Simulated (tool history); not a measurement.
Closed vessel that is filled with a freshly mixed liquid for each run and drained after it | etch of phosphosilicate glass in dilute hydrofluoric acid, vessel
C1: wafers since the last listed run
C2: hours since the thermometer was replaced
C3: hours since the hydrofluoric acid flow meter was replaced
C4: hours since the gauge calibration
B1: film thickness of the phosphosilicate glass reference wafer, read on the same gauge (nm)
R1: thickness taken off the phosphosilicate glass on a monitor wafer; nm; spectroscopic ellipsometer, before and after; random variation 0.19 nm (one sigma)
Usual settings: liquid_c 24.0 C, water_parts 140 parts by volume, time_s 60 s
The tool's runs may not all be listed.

run 1 hour=0.0 | liquid_c=24.0 water_parts=140 time_s=45 | C1=0 C2=1862.8 C3=1360.9 C4=66.4 | B1=100.02 | R1=39.29
run 2 hour=24.2 | liquid_c=24.0 water_parts=140 time_s=45 | C1=3187 C2=1887.0 C3=1385.1 C4=90.6 | B1=100.02 | R1=39.08
run 3 hour=46.4 | liquid_c=24.0 water_parts=140 time_s=45 | C1=2924 C2=1909.2 C3=1407.3 C4=112.8 | B1=99.99 | R1=38.97
run 4 hour=59.3 | liquid_c=22.5 water_parts=140 time_s=60 | C1=1699 C2=1922.1 C3=1420.2 C4=125.7 | B1=100.02 | R1=48.65
run 5 hour=76.6 | liquid_c=22.5 water_parts=140 time_s=60 | C1=2278 C2=1939.4 C3=1437.5 C4=143.0 | B1=100.00 | R1=48.84
run 6 hour=100.6 | liquid_c=27.0 water_parts=140 time_s=35 | C1=3161 C2=1963.4 C3=1461.5 C4=167.0 | B1=100.02 | R1=33.98
run 7 hour=115.0 | liquid_c=27.0 water_parts=140 time_s=35 | C1=1896 C2=1977.8 C3=1475.9 C4=181.4 | B1=99.99 | R1=34.08
run 8 hour=131.0 | liquid_c=24.0 water_parts=140 time_s=60 | C1=2107 C2=1993.8 C3=1491.9 C4=197.4 | B1=100.04 | R1=51.71
run 9 hour=147.7 | liquid_c=24.0 water_parts=140 time_s=60 | C1=2199 C2=2010.5 C3=1508.6 C4=214.1 | B1=100.00 | R1=51.79
run 10 hour=174.9 | liquid_c=24.0 water_parts=140 time_s=60 | C1=3582 C2=2037.7 C3=1535.8 C4=241.3 | B1=100.04 | R1=51.70
run 11 hour=203.4 | liquid_c=24.0 water_parts=140 time_s=60 | C1=3753 C2=2066.2 C3=1564.3 C4=269.8 | B1=100.00 | R1=51.30
run 12 hour=236.9 | liquid_c=24.0 water_parts=140 time_s=60 | C1=4412 C2=2099.7 C3=1597.8 C4=303.3 | B1=100.00 | R1=51.61
run 13 hour=268.9 | liquid_c=24.0 water_parts=140 time_s=60 | C1=4214 C2=2131.7 C3=1629.8 C4=335.3 | B1=100.00 | R1=51.55
run 14 hour=303.2 | liquid_c=24.0 water_parts=140 time_s=50 | C1=4517 C2=2166.0 C3=1664.1 C4=369.6 | B1=99.99 | R1=42.95
run 15 hour=338.2 | liquid_c=24.0 water_parts=140 time_s=50 | C1=4609 C2=2201.0 C3=1699.1 C4=404.6 | B1=100.01 | R1=42.76
run 16 hour=358.4 | liquid_c=24.0 water_parts=140 time_s=60 | C1=2660 C2=2221.2 C3=1719.3 C4=424.8 | B1=100.01 | R1=51.35
run 17 hour=391.0 | liquid_c=22.0 water_parts=140 time_s=45 | C1=4293 C2=2253.8 C3=1751.9 C4=457.4 | B1=100.01 | R1=35.40
-- hour=405.8 thermometer replaced
-- hour=420.6 hydrofluoric acid flow meter replaced
-- hour=420.8 gauge calibrated
run 18 hour=421.1 | liquid_c=21.0 water_parts=105 time_s=50 | C1=3701 C2=15.3 C3=0.5 C4=0.3 | B1=100.02 | R1=57.83
run 19 hour=442.4 | liquid_c=24.0 water_parts=170 time_s=60 | C1=2805 C2=36.6 C3=21.8 C4=21.6 | B1=99.99 | R1=44.40
run 20 hour=467.4 | liquid_c=24.0 water_parts=140 time_s=30 | C1=3292 C2=61.6 C3=46.8 C4=46.6 | B1=100.05 | R1=27.89
run 21 hour=486.5 | liquid_c=24.0 water_parts=140 time_s=50 | C1=2515 C2=80.7 C3=65.9 C4=65.7 | B1=99.97 | R1=46.87
run 22 hour=505.2 | liquid_c=21.0 water_parts=140 time_s=60 | C1=2463 C2=99.4 C3=84.6 C4=84.4 | B1=100.01 | R1=50.01
run 23 hour=532.7 | liquid_c=26.5 water_parts=115 time_s=90 | C1=3622 C2=126.9 C3=112.1 C4=111.9 | B1=100.00 | R1=115.73
run 24 hour=546.6 | liquid_c=24.0 water_parts=140 time_s=60 | C1=1830 C2=140.8 C3=126.0 C4=125.8 | B1=100.03 | R1=55.73
run 25 hour=565.1 | liquid_c=20.5 water_parts=205 time_s=30 | C1=2436 C2=159.3 C3=144.5 C4=144.3 | B1=99.99 | R1=15.53
run 26 hour=577.1 | liquid_c=24.0 water_parts=140 time_s=60 | C1=1580 C2=171.3 C3=156.5 C4=156.3 | B1=99.99 | R1=55.84
run 27 hour=593.9 | liquid_c=24.0 water_parts=140 time_s=30 | C1=2212 C2=188.1 C3=173.3 C4=173.1 | B1=99.97 | R1=27.72

Run 28 comes next. What will it give?
run 28 hour=701.1 | liquid_c=26.0 water_parts=165 time_s=60 | C1=14119 C2=295.3 C3=280.5 C4=280.3 | B1=? | R1=?

B1: 100.03
R1: 49.14 nm
Without the tool's hidden state the same run would have given R1 50.27 nm.
